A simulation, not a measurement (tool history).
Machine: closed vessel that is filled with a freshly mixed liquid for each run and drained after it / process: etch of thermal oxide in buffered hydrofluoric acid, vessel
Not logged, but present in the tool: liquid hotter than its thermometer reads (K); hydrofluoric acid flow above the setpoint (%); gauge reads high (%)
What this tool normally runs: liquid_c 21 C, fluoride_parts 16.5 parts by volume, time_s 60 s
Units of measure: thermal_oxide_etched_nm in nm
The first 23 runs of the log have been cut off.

run     day  liquid_c  fluoride_parts  time_s  wafers since the last listed run  hours since the thermometer was replaced  hours since the hydrofluoric acid flow meter was replaced  hours since the gauge calibration  read-back film thickness of the thermal oxide reference wafer, read on the same gauge (nm)  thermal_oxide_etched_nm
 24  12.946        21              19      60                              1311                                     102.6                                                        195                               38.9                                                                                      110.02                    34.15
 25  13.538        25            19.5      90                              1807                                     116.8                                                      209.2                               53.1                                                                                         110                     61.9
 26  14.212        19            16.5      90                              2062                                       133                                                      225.4                               69.3                                                                                      110.01                    52.13
 27   14.75      19.5            16.5      80                              1642                                     145.9                                                      238.3                               82.2                                                                                      110.02                    48.23
 28  15.329      25.5            12.5      80                              1769                                     159.8                                                      252.2                               96.1                                                                                      110.03                    86.57
 29    15.9        21              19      80                              1743                                     173.5                                                      265.9                              109.8                                                                                      109.99                    45.89
 30  16.529      24.5            16.5      90                              1922                                     188.6                                                        281                              124.9                                                                                      109.98                    71.57
 31  17.025        23              14      60                              1514                                     200.5                                                      292.9                              136.8                                                                                      109.99                    51.63
 32    17.7        18              22      85                              2062                                     216.7                                                      309.1                                153                                                                                      110.01                    36.65

Predict each of these 5 candidate next runs independently; none follows another, all start after run 32:
  A  17.729        21            18.5      60                                89                                     217.4                                                      309.8                              153.7                                                                                           ?                        ?
  B  17.729        17            16.5      60                                89                                     217.4                                                      309.8                              153.7                                                                                           ?                        ?
  C  17.729        21              15      60                                89                                     217.4                                                      309.8                              153.7                                                                                           ?                        ?
  D  17.729        21              18      60                                89                                     217.4                                                      309.8                              153.7                                                                                           ?                        ?
  E  17.729        21            10.5      60                                89                                     217.4                                                      309.8                              153.7                                                                                           ?                        ?

run  read-back film thickness of the thermal oxide reference wafer, read on the same gauge (nm)  thermal_oxide_etched_nm
  A                                                                                      109.99                    35.58
  B                                                                                      109.99                     31.8
  C                                                                                      109.99                    43.75
  D                                                                                      109.99                    36.56
  E                                                                                      109.99                    62.03
What these runs would have given with no unlogged condition in the tool:
run  thermal_oxide_etched_nm
  A                    34.68
  B                    30.98
  C                    42.64
  D                    35.63
  E                    60.47
